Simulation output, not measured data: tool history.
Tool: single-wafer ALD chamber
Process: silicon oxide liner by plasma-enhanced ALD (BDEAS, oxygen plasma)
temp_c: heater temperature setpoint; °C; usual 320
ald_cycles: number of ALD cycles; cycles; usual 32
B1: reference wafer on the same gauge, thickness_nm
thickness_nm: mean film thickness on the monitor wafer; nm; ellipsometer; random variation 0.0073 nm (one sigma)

run 1 hour=0.0 | temp_c=310 ald_cycles=32 | B1=3.189 | thickness_nm=2.979
run 2 hour=42.5 | temp_c=320 ald_cycles=35 | B1=3.191 | thickness_nm=3.214
run 3 hour=93.0 | temp_c=320 ald_cycles=32 | B1=3.192 | thickness_nm=2.931
run 4 hour=170.6 | temp_c=328 ald_cycles=28 | B1=3.190 | thickness_nm=2.528
run 5 hour=236.5 | temp_c=328 ald_cycles=28 | B1=3.190 | thickness_nm=2.544
run 6 hour=321.1 | temp_c=328 ald_cycles=28 | B1=3.190 | thickness_nm=2.539
run 7 hour=382.8 | temp_c=320 ald_cycles=32 | B1=3.190 | thickness_nm=2.922
run 8 hour=490.0 | temp_c=320 ald_cycles=32 | B1=3.191 | thickness_nm=2.935
run 9 hour=571.6 | temp_c=320 ald_cycles=32 | B1=3.192 | thickness_nm=2.931
run 10 hour=652.5 | temp_c=320 ald_cycles=27 | B1=3.190 | thickness_nm=2.483
run 11 hour=736.4 | temp_c=320 ald_cycles=27 | B1=3.193 | thickness_nm=2.486
run 12 hour=779.6 | temp_c=320 ald_cycles=32 | B1=3.188 | thickness_nm=2.941
run 13 hour=877.8 | temp_c=320 ald_cycles=32 | B1=3.191 | thickness_nm=2.936
run 14 hour=963.5 | temp_c=320 ald_cycles=32 | B1=3.193 | thickness_nm=2.940
run 15 hour=1063.5 | temp_c=320 ald_cycles=32 | B1=3.189 | thickness_nm=2.943
-- hour=1077.4 gauge calibrated
run 16 hour=1159.6 | temp_c=320 ald_cycles=32 | B1=3.191 | thickness_nm=2.948
run 17 hour=1237.8 | temp_c=320 ald_cycles=32 | B1=3.190 | thickness_nm=2.950
run 18 hour=1277.2 | temp_c=315 ald_cycles=35 | B1=3.189 | thickness_nm=3.240
-- hour=1343.8 thermocouple changed; heater temperature recalibrated
run 19 hour=1352.3 | temp_c=315 ald_cycles=38 | B1=3.189 | thickness_nm=3.511
run 20 hour=1431.5 | temp_c=320 ald_cycles=26 | B1=3.192 | thickness_nm=2.386
run 21 hour=1578.3 | temp_c=313 ald_cycles=28 | B1=3.190 | thickness_nm=2.593
run 22 hour=1631.5 | temp_c=328 ald_cycles=28 | B1=3.191 | thickness_nm=2.547
run 23 hour=1727.1 | temp_c=320 ald_cycles=37 | B1=3.188 | thickness_nm=3.402
run 24 hour=1786.8 | temp_c=320 ald_cycles=32 | B1=3.189 | thickness_nm=2.941
run 25 hour=1851.1 | temp_c=328 ald_cycles=32 | B1=3.189 | thickness_nm=2.905
run 26 hour=1956.4 | temp_c=320 ald_cycles=32 | B1=3.187 | thickness_nm=2.938
run 27 hour=2062.1 | temp_c=334 ald_cycles=26 | B1=3.188 | thickness_nm=2.355
run 28 hour=2137.6 | temp_c=326 ald_cycles=32 | B1=3.191 | thickness_nm=2.914
run 29 hour=2214.5 | temp_c=332 ald_cycles=27 | B1=3.190 | thickness_nm=2.437
run 30 hour=2254.7 | temp_c=328 ald_cycles=28 | B1=3.190 | thickness_nm=2.539
run 31 hour=2308.4 | temp_c=333 ald_cycles=38 | B1=3.188 | thickness_nm=3.424
run 32 hour=2379.2 | temp_c=315 ald_cycles=29 | B1=3.188 | thickness_nm=2.676
run 33 hour=2435.3 | temp_c=311 ald_cycles=32 | B1=3.189 | thickness_nm=2.966
run 34 hour=2528.7 | temp_c=332 ald_cycles=36 | B1=3.191 | thickness_nm=3.250
run 35 hour=2590.0 | temp_c=320 ald_cycles=36 | B1=3.191 | thickness_nm=3.293

Forecast each of these 4 alternatives for the next run:
run A hour=2590.4 | temp_c=320 ald_cycles=32 | B1=? | thickness_nm=?
run B hour=2590.4 | temp_c=324 ald_cycles=37 | B1=? | thickness_nm=?
run C hour=2590.4 | temp_c=315 ald_cycles=28 | B1=? | thickness_nm=?
run D hour=2590.4 | temp_c=314 ald_cycles=32 | B1=? | thickness_nm=?

run=A B1=3.191 thickness_nm=2.936
run=B B1=3.191 thickness_nm=3.378
run=C B1=3.191 thickness_nm=2.586
run=D B1=3.191 thickness_nm=2.959
Without the tool's hidden state the same runs would have given:
run=A thickness_nm=2.936
run=B thickness_nm=3.378
run=C thickness_nm=2.586
run=D thickness_nm=2.959
